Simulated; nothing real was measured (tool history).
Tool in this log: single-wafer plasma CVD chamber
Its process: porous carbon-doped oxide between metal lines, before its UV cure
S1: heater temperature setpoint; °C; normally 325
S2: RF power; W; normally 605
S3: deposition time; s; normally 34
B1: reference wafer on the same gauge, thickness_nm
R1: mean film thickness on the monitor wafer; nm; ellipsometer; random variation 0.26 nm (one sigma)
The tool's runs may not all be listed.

Run 1, hour 0: usual settings but S2 575 W; B1 179.044. Result: R1 155.081 nm.
Run 2, hour 12.9: usual settings; B1 178.984. Result: R1 162.886 nm.
Run 3, hour 29.5: usual settings; B1 178.963. Result: R1 163.368 nm.
Run 4, hour 38.1: usual settings; B1 179.1. Result: R1 162.825 nm.
Run 5, hour 54.5: usual settings; B1 179.039. Result: R1 163.704 nm.
Run 6, hour 64.3: usual settings; B1 178.923. Result: R1 162.942 nm.
Run 7, hour 78.3: usual settings; B1 179.1. Result: R1 162.515 nm.
At hour 90.2: thermocouple changed; heater temperature recalibrated.
Run 8, hour 94.6: usual settings but S1 336 °C, S2 650 W, S3 27.5 s; B1 179.009. Result: R1 133.997 nm.
Run 9, hour 111: usual settings; B1 178.965. Result: R1 163.109 nm.
At hour 129.8: gauge calibrated.
At hour 131.3: RF generator calibrated.
At hour 150: showerhead replaced.
Run 10, hour 156.1: usual settings but S1 339 °C, S2 485 W; B1 178.964. Result: R1 125.723 nm.
Run 11, hour 173.1: usual settings but S1 318 °C; B1 178.963. Result: R1 178.708 nm.
Run 12, hour 185.7: usual settings; B1 178.955. Result: R1 171.446 nm.
Run 13, hour 194.4: usual settings but S2 525 W; B1 179.008. Result: R1 147.986 nm.
Run 14, hour 235.5: usual settings; B1 179.037. Result: R1 170.198 nm.
Run 15, hour 244.2: usual settings but S1 314 °C, S2 720 W; B1 179.006. Result: R1 212.979 nm.

Hidden state, per run?
wafer temperature above the value expected at the setpoint (K): 0 in every run
gauge reads high (%): 0 in every run
H1: delivered RF power above the setpoint (%)
run      H1
  1   -5.53
  2   -5.53
  3   -5.54
  4   -5.55
  5   -5.56
  6   -5.56
  7   -5.57
  8   -5.58
  9   -5.59
 10  -0.357
 11  -0.561
 12  -0.707
 13  -0.805
 14   -1.25
 15   -1.33
